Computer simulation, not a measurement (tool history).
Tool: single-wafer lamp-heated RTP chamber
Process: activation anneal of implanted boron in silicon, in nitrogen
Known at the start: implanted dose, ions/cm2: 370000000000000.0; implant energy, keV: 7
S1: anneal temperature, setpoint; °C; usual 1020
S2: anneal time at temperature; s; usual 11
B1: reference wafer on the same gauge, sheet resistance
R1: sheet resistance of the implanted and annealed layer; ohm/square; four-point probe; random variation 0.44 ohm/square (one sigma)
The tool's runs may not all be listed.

Run 1, hour 0.0: usual settings but S1 997 °C; B1 341.41. Result: R1 297.00 ohm/square.
At hour 58.4: pyrometer window cleaned and pyrometer calibrated.
Run 2, hour 73.6: usual settings but S1 997 °C; B1 341.18. Result: R1 296.73 ohm/square.
Run 3, hour 114.2: usual settings; B1 341.23. Result: R1 292.95 ohm/square.
Run 4, hour 185.6: usual settings; B1 341.10. Result: R1 293.84 ohm/square.
Run 5, hour 250.2: usual settings; B1 341.02. Result: R1 292.87 ohm/square.
Run 6, hour 293.7: usual settings; B1 340.83. Result: R1 292.86 ohm/square.
Run 7, hour 349.6: usual settings; B1 340.71. Result: R1 293.05 ohm/square.
Run 8, hour 393.2: usual settings; B1 340.63. Result: R1 291.96 ohm/square.
Run 9, hour 466.1: usual settings but S2 12 s; B1 340.54. Result: R1 292.58 ohm/square.
At hour 519.3: reflector plate cleaned.
Run 10, hour 546.3: usual settings but S2 12 s; B1 340.41. Result: R1 291.99 ohm/square.
Run 11, hour 608.9: usual settings but S2 12 s; B1 340.27. Result: R1 291.85 ohm/square.
Run 12, hour 648.2: usual settings; B1 340.24. Result: R1 292.81 ohm/square.
At hour 680.0: gauge calibrated.
At hour 683.5: pyrometer window cleaned and pyrometer calibrated.
Run 13, hour 691.3: usual settings; B1 342.96. Result: R1 295.78 ohm/square.
Run 14, hour 763.5: usual settings; B1 342.92. Result: R1 294.93 ohm/square.
Run 15, hour 844.4: usual settings but S1 1009 °C; B1 342.85. Result: R1 295.99 ohm/square.
Run 16, hour 907.2: usual settings but S1 1009 °C; B1 342.98. Result: R1 295.30 ohm/square.
Run 17, hour 963.0: usual settings but S1 993 °C, S2 5 s; B1 342.98. Result: R1 302.35 ohm/square.
Run 18, hour 1032.9: usual settings but S1 1049 °C, S2 9 s; B1 342.81. Result: R1 294.34 ohm/square.
Run 19, hour 1132.9: usual settings; B1 342.89. Result: R1 295.75 ohm/square.
Run 20, hour 1211.0: usual settings but S1 1008 °C, S2 15 s; B1 342.92. Result: R1 295.13 ohm/square.
At hour 1269.7: reflector plate cleaned.
At hour 1303.9: pyrometer window cleaned and pyrometer calibrated.
Run 21, hour 1503.4: usual settings but S1 997 °C; B1 342.74. Result: R1 297.47 ohm/square.
Run 22, hour 1582.8: usual settings; B1 342.61. Result: R1 294.59 ohm/square.
Run 23, hour 1630.7: usual settings but S1 1047 °C, S2 15 s; B1 342.55. Result: R1 292.40 ohm/square.
Run 24, hour 1721.1: usual settings but S1 999 °C; B1 342.49. Result: R1 297.10 ohm/square.
Run 25, hour 1784.2: usual settings but S1 1045 °C, S2 16 s; B1 342.37. Result: R1 292.68 ohm/square.
At hour 1820.3: pyrometer window cleaned and pyrometer calibrated.
Run 26, hour 1857.2: usual settings; B1 342.24. Result: R1 294.23 ohm/square.
Run 27, hour 1899.5: usual settings but S1 993 °C, S2 13 s; B1 342.39. Result: R1 299.02 ohm/square.
At hour 1994.2: reflector plate cleaned.
Run 28, hour 1994.7: usual settings; B1 342.22. Result: R1 293.55 ohm/square.
Run 29, hour 2093.1: usual settings but S1 999 °C, S2 16 s; B1 342.03. Result: R1 296.53 ohm/square.
Run 30, hour 2130.7: usual settings but S1 1010 °C, S2 8 s; B1 341.93. Result: R1 296.42 ohm/square.
Run 31, hour 2227.5: usual settings but S1 1031 °C, S2 7 s; B1 341.89. Result: R1 294.34 ohm/square.
Run 32, hour 2317.5: usual settings but S1 1048 °C, S2 5 s; B1 341.70. Result: R1 295.19 ohm/square.
At hour 2383.1: pyrometer window cleaned and pyrometer calibrated.
Run 33, hour 2398.1: usual settings but S1 994 °C, S2 5 s; B1 341.55. Result: R1 300.33 ohm/square.
Run 34, hour 2482.0: usual settings but S1 1008 °C; B1 341.49. Result: R1 296.10 ohm/square.
Run 35, hour 2561.3: usual settings but S2 6 s; B1 341.25. Result: R1 293.83 ohm/square.

5 ways to go on from here, each from the tool as it stands after run 35. What would each give?
Run A, hour 2561.7: usual settings but S2 16 s; B1 ?. Result: R1 ?.
Run B, hour 2561.7: usual settings but S1 1003 °C, S2 15 s; B1 ?. Result: R1 ?.
Run C, hour 2561.7: usual settings but S1 1041 °C; B1 ?. Result: R1 ?.
Run D, hour 2561.7: usual settings but S2 13 s; B1 ?. Result: R1 ?.
Run E, hour 2561.7: usual settings but S2 8 s; B1 ?. Result: R1 ?.

run      B1      R1
  A  341.28  292.22
  B  341.28  294.59
  C  341.28  292.26
  D  341.28  292.80
  E  341.28  293.83
Without the tool's hidden state the same runs would have given:
run      R1
  A  293.65
  B  296.04
  C  293.69
  D  294.24
  E  295.28

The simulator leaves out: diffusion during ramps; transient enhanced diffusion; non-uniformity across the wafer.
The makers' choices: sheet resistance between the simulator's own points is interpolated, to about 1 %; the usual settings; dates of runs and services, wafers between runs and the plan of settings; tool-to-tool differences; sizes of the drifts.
